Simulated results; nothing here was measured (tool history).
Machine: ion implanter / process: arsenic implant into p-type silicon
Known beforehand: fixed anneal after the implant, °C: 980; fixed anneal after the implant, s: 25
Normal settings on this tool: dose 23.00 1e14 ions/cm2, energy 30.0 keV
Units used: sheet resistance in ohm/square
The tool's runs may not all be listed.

| run | day | dose | energy | read-back reference wafer on the same gauge, sheet resistance | sheet resistance |
|---|---|---|---|---|---|
| 1 | 0.000 | 20.42 | 30.0 | 83.71 | 83.60 |
| 2 | 1.583 | 23.00 | 30.0 | 83.67 | 82.50 |
| 3 | 2.733 | 23.00 | 30.0 | 83.70 | 82.24 |
| 4 | 3.767 | 23.00 | 30.0 | 83.69 | 82.38 |
| 5 | 5.867 | 23.00 | 30.0 | 83.72 | 82.30 |
| 6 | 7.862 | 23.00 | 30.0 | 83.68 | 82.26 |
| 7 | 10.117 | 23.00 | 30.0 | 83.69 | 82.36 |
|  | 10.183 | gauge calibrated |
| 8 | 11.179 | 23.00 | 30.0 | 83.67 | 82.18 |
| 9 | 12.696 | 23.00 | 38.0 | 83.70 | 73.51 |
| 10 | 13.846 | 23.00 | 30.0 | 83.68 | 82.43 |
|  | 15.079 | extraction supply calibrated |
| 11 | 16.267 | 19.49 | 38.5 | 83.71 | 75.55 |
|  | 17.838 | Faraday cup replaced and dose calibrated |
| 12 | 18.771 | 23.00 | 21.5 | 83.69 | 95.73 |
| 13 | 21.400 | 29.09 | 38.5 | 83.71 | 70.65 |
| 14 | 23.938 | 23.00 | 21.5 | 83.68 | 95.59 |
| 15 | 25.179 | 16.98 | 21.0 | 83.70 | 101.16 |
| 16 | 27.254 | 23.00 | 30.0 | 83.73 | 82.28 |

Alternative continuations, all from the tool just after run 16; predict every row:
| A | 27.271 | 23.00 | 30.0 | ? | ? |
| B | 27.271 | 26.06 | 23.0 | ? | ? |
| C | 27.271 | 17.25 | 39.0 | ? | ? |
| D | 27.271 | 19.64 | 23.0 | ? | ? |
| E | 27.271 | 26.56 | 36.0 | ? | ? |

| run | read-back reference wafer on the same gauge, sheet resistance | sheet resistance |
|---|---|---|
| A | 83.69 | 82.42 |
| B | 83.69 | 91.81 |
| C | 83.69 | 77.80 |
| D | 83.69 | 95.01 |
| E | 83.69 | 74.08 |
Stripped of hidden state, with their random variation kept, the same runs would have yielded:
| run | sheet resistance |
|---|---|
| A | 82.42 |
| B | 91.81 |
| C | 77.80 |
| D | 95.01 |
| E | 74.08 |
